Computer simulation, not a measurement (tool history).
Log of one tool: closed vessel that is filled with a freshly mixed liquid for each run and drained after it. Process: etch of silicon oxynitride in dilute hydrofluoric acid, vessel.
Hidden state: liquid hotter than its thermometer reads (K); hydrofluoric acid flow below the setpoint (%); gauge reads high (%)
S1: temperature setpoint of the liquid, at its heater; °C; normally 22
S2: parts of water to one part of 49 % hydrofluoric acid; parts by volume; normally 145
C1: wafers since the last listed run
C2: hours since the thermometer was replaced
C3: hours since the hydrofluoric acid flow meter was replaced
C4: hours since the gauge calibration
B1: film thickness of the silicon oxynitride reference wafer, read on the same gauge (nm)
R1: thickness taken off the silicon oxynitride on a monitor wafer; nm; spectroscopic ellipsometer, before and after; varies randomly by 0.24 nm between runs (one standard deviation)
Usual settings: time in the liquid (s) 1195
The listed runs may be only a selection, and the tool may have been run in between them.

Run 1, hour 0: usual settings but S2 95 parts by volume; C1 0; C2 831.1; C3 1308.7; C4 108.9; B1 139.99. Result: R1 53.09 nm.
Run 2, hour 13.2: usual settings; C1 833; C2 844.3; C3 1321.9; C4 122.1; B1 139.99. Result: R1 33.78 nm.
Run 3, hour 27.3: usual settings; C1 889; C2 858.4; C3 1336; C4 136.2; B1 140. Result: R1 33.64 nm.
Run 4, hour 45.2: usual settings; C1 1129; C2 876.3; C3 1353.9; C4 154.1; B1 140.01. Result: R1 33.31 nm.
Run 5, hour 55.9: usual settings; C1 675; C2 887; C3 1364.6; C4 164.8; B1 139.97. Result: R1 33.48 nm.
Run 6, hour 67.4: usual settings; C1 725; C2 898.5; C3 1376.1; C4 176.3; B1 140. Result: R1 33.44 nm.
Run 7, hour 79.6: usual settings; C1 769; C2 910.7; C3 1388.3; C4 188.5; B1 140.01. Result: R1 33.73 nm.
At hour 83: gauge calibrated.
Run 8, hour 88.4: usual settings; C1 555; C2 919.5; C3 1397.1; C4 5.4; B1 140.01. Result: R1 34 nm.
Run 9, hour 102.8: usual settings; C1 908; C2 933.9; C3 1411.5; C4 19.8; B1 140.02. Result: R1 34.11 nm.
Run 10, hour 151.4: usual settings; C1 3067; C2 982.5; C3 1460.1; C4 68.4; B1 140. Result: R1 33.75 nm.
At hour 162.9: thermometer replaced.
Run 11, hour 168.5: usual settings; C1 1016; C2 5.6; C3 1477.2; C4 85.5; B1 139.99. Result: R1 29.64 nm.
Run 12, hour 204.8: usual settings but S1 20 °C, time in the liquid (s) 670; C1 2290; C2 41.9; C3 1513.5; C4 121.8; B1 140.01. Result: R1 15.42 nm.
Run 13, hour 215.5: usual settings but S2 105 parts by volume; C1 675; C2 52.6; C3 1524.2; C4 132.5; B1 139.99. Result: R1 43.52 nm.
Run 14, hour 232.6: usual settings; C1 1079; C2 69.7; C3 1541.3; C4 149.6; B1 140.02. Result: R1 29.98 nm.
At hour 243.8: hydrofluoric acid flow meter replaced.
Run 15, hour 248.1: usual settings but S1 26 °C, S2 185 parts by volume, time in the liquid (s) 1670; C1 915; C2 85.2; C3 4.3; C4 165.1; B1 140.03. Result: R1 42.65 nm.
Run 16, hour 293.9: usual settings but S1 27 °C, S2 190 parts by volume, time in the liquid (s) 965; C1 2890; C2 131; C3 50.1; C4 210.9; B1 140.01. Result: R1 25.42 nm.
Run 17, hour 301.3: usual settings; C1 467; C2 138.4; C3 57.5; C4 218.3; B1 140.03. Result: R1 34.02 nm.
Run 18, hour 316: usual settings; C1 927; C2 153.1; C3 72.2; C4 233; B1 139.99. Result: R1 33.81 nm.
At hour 321.7: gauge calibrated.
Run 19, hour 333.6: usual settings but S1 19.5 °C, time in the liquid (s) 880; C1 1110; C2 170.7; C3 89.8; C4 11.9; B1 139.99. Result: R1 22.23 nm.
Run 20, hour 340: usual settings but time in the liquid (s) 765; C1 403; C2 177.1; C3 96.2; C4 18.3; B1 140.01. Result: R1 21.76 nm.
Run 21, hour 392.9: usual settings but S1 25.5 °C, S2 85 parts by volume, time in the liquid (s) 800; C1 3338; C2 230; C3 149.1; C4 71.2; B1 140.01. Result: R1 48.83 nm.
Run 22, hour 410.7: usual settings; C1 1123; C2 247.8; C3 166.9; C4 89; B1 140.01. Result: R1 33.93 nm.
Run 23, hour 422: usual settings but S1 19.5 °C, S2 180 parts by volume; C1 713; C2 259.1; C3 178.2; C4 100.3; B1 140.02. Result: R1 23.68 nm.

Give the tool's hidden conditions for every run:
gauge reads high (%): 0, the same for each run
H1: liquid hotter than its thermometer reads (K)
H2: hydrofluoric acid flow below the setpoint (%)
run      H1    H2
  1    2.14  9.52
  2    2.17  9.61
  3    2.21  9.71
  4    2.25  9.83
  5    2.28  9.91
  6    2.31  9.99
  7    2.33  10.1
  8    2.36  10.1
  9    2.39  10.2
 10    2.51  10.6
 11  0.0911  10.7
 12    0.18  10.9
 13   0.206    11
 14   0.247  11.1
 15   0.285  1.64
 16   0.397  1.96
 17   0.415  2.01
 18    0.45  2.12
 19   0.493  2.24
 20   0.509  2.28
 21   0.638  2.65
 22   0.681  2.78
 23   0.709  2.86
